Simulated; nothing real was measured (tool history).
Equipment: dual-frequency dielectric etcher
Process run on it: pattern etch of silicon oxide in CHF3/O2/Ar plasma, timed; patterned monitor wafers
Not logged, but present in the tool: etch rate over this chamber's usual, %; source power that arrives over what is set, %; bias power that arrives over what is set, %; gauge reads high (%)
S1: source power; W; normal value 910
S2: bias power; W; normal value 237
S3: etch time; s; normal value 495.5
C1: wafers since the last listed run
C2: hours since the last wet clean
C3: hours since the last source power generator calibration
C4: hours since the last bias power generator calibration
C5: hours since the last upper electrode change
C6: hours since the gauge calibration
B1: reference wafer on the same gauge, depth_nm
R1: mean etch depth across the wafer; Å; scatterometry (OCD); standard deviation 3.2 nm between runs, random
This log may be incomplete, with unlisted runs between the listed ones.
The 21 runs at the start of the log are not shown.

run    hour    S1   S2     S3   C1     C2     C3      C4      C5     C6      B1     R1
      981.7  -- wet clean of the chamber
 22   989.3  1060  237  389.5  141    7.6  247.9   581.8     490  275.8  1070.2  10414
 23  1032.9   910  278    415  175   51.2  291.5   625.4   533.6  319.4  1070.5  11393
 24  1176.8   910  185    586  577  195.1  435.4   769.3   677.5  463.3  1069.1  14096
 25  1241.7   910  237  495.5  260    260  500.3   834.2   742.4  528.2    1070  12922
 26  1269.9   990  283  377.5  113  288.2  528.5   862.4   770.6  556.4  1070.8  10610
 27    1296   820  269  451.5  104  314.3  554.6   888.5   796.7  582.5    1070  12040
     1385.6  -- wet clean of the chamber
 28  1437.1   910  237  495.5  470   51.5  695.7  1029.6   937.8  723.6    1071  12965
 29  1490.7  1080  209  592.5  215  105.1  749.3  1083.2   991.4  777.2  1069.8  15255
 30  1559.2  1020  274  495.5  275  173.6  817.8  1151.7  1059.9  845.7  1069.4  13837

Here are 3 independent what-if runs from the current tool condition. What would each one return?
  A  1559.8  910  219  495.5   2  174.2  818.4  1152.3  1060.5  846.3   ?   ?
  B  1559.8  820  178  542.5   2  174.2  818.4  1152.3  1060.5  846.3   ?   ?
  C  1559.8  910  216  602.5   2  174.2  818.4  1152.3  1060.5  846.3   ?   ?

run    B1     R1
  A  1070  12613
  B  1070  12722
  C  1070  15269
Stripped of hidden state, with their random variation kept, the same runs would have yielded:
run     R1
  A  12600
  B  12709
  C  15254
